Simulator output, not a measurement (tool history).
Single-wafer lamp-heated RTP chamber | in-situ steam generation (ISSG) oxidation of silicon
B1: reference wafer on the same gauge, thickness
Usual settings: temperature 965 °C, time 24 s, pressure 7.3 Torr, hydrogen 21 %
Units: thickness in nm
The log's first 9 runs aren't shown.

run 10 day=4.104 | temperature=965 time=24 pressure=7.3 hydrogen=21 | B1=4.841 | thickness=5.568
run 11 day=4.838 | temperature=965 time=24 pressure=7.3 hydrogen=17 | B1=4.838 | thickness=5.269
-- day=6.117 pressure gauge zeroed
run 12 day=6.138 | temperature=976 time=28 pressure=7.3 hydrogen=14 | B1=4.843 | thickness=5.646
run 13 day=6.446 | temperature=965 time=24 pressure=7.3 hydrogen=11 | B1=4.843 | thickness=4.798
run 14 day=6.979 | temperature=965 time=24 pressure=7.3 hydrogen=25 | B1=4.837 | thickness=5.840
run 15 day=7.717 | temperature=984 time=31 pressure=7.3 hydrogen=29 | B1=4.839 | thickness=7.299
run 16 day=8.317 | temperature=972 time=17 pressure=8.4 hydrogen=30 | B1=4.841 | thickness=5.400
run 17 day=8.725 | temperature=982 time=20 pressure=8.3 hydrogen=21 | B1=4.838 | thickness=5.495
run 18 day=9.192 | temperature=965 time=24 pressure=7.3 hydrogen=21 | B1=4.838 | thickness=5.600
-- day=9.500 gauge calibrated
run 19 day=9.508 | temperature=949 time=31 pressure=7.3 hydrogen=21 | B1=4.845 | thickness=5.953
run 20 day=10.129 | temperature=965 time=16 pressure=7.3 hydrogen=21 | B1=4.841 | thickness=4.703
run 21 day=10.875 | temperature=974 time=31 pressure=8.7 hydrogen=15 | B1=4.838 | thickness=6.132
run 22 day=11.221 | temperature=951 time=24 pressure=6.9 hydrogen=18 | B1=4.839 | thickness=5.175
-- day=11.692 pyrometer window cleaned and pyrometer calibrated
run 23 day=11.854 | temperature=973 time=24 pressure=8.3 hydrogen=21 | B1=4.838 | thickness=5.609
run 24 day=13.300 | temperature=976 time=17 pressure=6.9 hydrogen=21 | B1=4.844 | thickness=4.878
run 25 day=13.917 | temperature=950 time=24 pressure=7.3 hydrogen=21 | B1=4.843 | thickness=5.237
run 26 day=14.625 | temperature=965 time=24 pressure=7.3 hydrogen=21 | B1=4.842 | thickness=5.554
run 27 day=15.050 | temperature=965 time=32 pressure=6.9 hydrogen=21 | B1=4.843 | thickness=6.259
run 28 day=15.442 | temperature=965 time=24 pressure=7.3 hydrogen=21 | B1=4.840 | thickness=5.533
run 29 day=16.079 | temperature=965 time=24 pressure=7.3 hydrogen=21 | B1=4.839 | thickness=5.485
run 30 day=16.500 | temperature=965 time=24 pressure=7.9 hydrogen=15 | B1=4.841 | thickness=5.098

Forecast each of these 5 alternatives for the next run:
run A day=16.517 | temperature=965 time=31 pressure=7.3 hydrogen=21 | B1=? | thickness=?
run B day=16.517 | temperature=949 time=19 pressure=8.0 hydrogen=11 | B1=? | thickness=?
run C day=16.517 | temperature=965 time=15 pressure=7.3 hydrogen=21 | B1=? | thickness=?
run D day=16.517 | temperature=965 time=20 pressure=6.9 hydrogen=21 | B1=? | thickness=?
run E day=16.517 | temperature=972 time=32 pressure=7.3 hydrogen=15 | B1=? | thickness=?

run=A B1=4.840 thickness=6.185
run=B B1=4.840 thickness=4.117
run=C B1=4.840 thickness=4.514
run=D B1=4.840 thickness=5.067
run=E B1=4.840 thickness=5.997
Without the tool's hidden state the same runs would have given:
run=A thickness=6.151
run=B thickness=4.099
run=C thickness=4.495
run=D thickness=5.042
run=E thickness=5.962

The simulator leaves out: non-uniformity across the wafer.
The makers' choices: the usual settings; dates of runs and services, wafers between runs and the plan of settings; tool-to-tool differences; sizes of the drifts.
